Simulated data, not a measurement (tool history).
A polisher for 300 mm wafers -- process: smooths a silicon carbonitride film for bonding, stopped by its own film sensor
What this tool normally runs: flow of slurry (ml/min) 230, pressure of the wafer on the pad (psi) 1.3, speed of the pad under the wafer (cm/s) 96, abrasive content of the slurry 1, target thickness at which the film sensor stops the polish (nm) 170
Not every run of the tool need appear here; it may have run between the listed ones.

| run | day | flow of slurry (ml/min) | pressure of the wafer on the pad (psi) | speed of the pad under the wafer (cm/s) | abrasive content of the slurry | target thickness at which the film sensor stops the polish (nm) | incoming thickness of the incoming film, nm | time until the film sensor stopped the polish (s) |
|---|---|---|---|---|---|---|---|---|
| 1 | 0 | 230 | 1.3 | 96 | 1 | 170 | 187.7 | 125.9 |
| 2 | 2.233 | 270 | 1.3 | 96 | 1 | 170 | 191.1 | 148.7 |
| 3 | 3.738 | 270 | 1.3 | 96 | 1 | 170 | 192 | 157.9 |
| 4 | 5.829 | 270 | 1.3 | 96 | 1 | 170 | 187.5 | 125.2 |
|  | 6.179 | slurry nozzle cleaned |
|  | 6.492 | head pressure recalibrated |
| 5 | 9.212 | 255 | 1.3 | 96 | 1 | 170 | 187.7 | 124 |
| 6 | 11.875 | 290 | 1.3 | 96 | 1 | 165 | 193.3 | 196.9 |
| 7 | 15.212 | 230 | 1.3 | 96 | 1 | 170 | 190.5 | 143.4 |
|  | 17.804 | slurry blender recalibrated |
|  | 18.992 | worn pad replaced by a new one |
| 8 | 19.012 | 230 | 1.3 | 96 | 1.3 | 170 | 190.4 | 127.6 |
| 9 | 20.417 | 230 | 1.7 | 96 | 1 | 170 | 189.3 | 111.6 |
| 10 | 24.488 | 150 | 1.3 | 96 | 1 | 166 | 191.7 | 191.4 |
| 11 | 28.571 | 230 | 1.3 | 96 | 1 | 170 | 190.2 | 143.3 |
| 12 | 30.671 | 230 | 1 | 70 | 1 | 165 | 188.8 | 260.4 |
| 13 | 33.088 | 230 | 1.3 | 62 | 1 | 170 | 189.1 | 190.6 |
| 14 | 35.058 | 290 | 1.5 | 122 | 1.15 | 170 | 189.1 | 97 |
| 15 | 36.8 | 230 | 1.3 | 84 | 0.75 | 170 | 190.1 | 180.6 |
| 16 | 38.4 | 230 | 1.3 | 68 | 1 | 170 | 189.4 | 183.8 |
|  | 40.775 | head pressure recalibrated |
|  | 40.804 | slurry nozzle cleaned |
| 17 | 41.092 | 230 | 1.3 | 84 | 1 | 170 | 191 | 160.5 |
| 18 | 44.729 | 230 | 1.3 | 124 | 0.9 | 173 | 192.8 | 119.7 |
| 19 | 46.6 | 230 | 1.3 | 128 | 1 | 170 | 192.6 | 126.4 |
|  | 48.983 | worn pad replaced by a new one |
| 20 | 49.133 | 230 | 1.6 | 96 | 0.85 | 172 | 189.5 | 109.6 |
|  | 49.962 | slurry blender recalibrated |
| 21 | 52.696 | 230 | 1.3 | 96 | 0.8 | 170 | 188.4 | 141 |

Predict the results of run 22:
| 22 | 56.05 | 230 | 1.3 | 96 | 1 | 170 | 187.6 | ? |

{"run 22": {"time until the film sensor stopped the polish (s)": 123.6}}
The same run, on a tool lacking any hidden state, would have yielded time until the film sensor stopped the polish (s) 122.6.
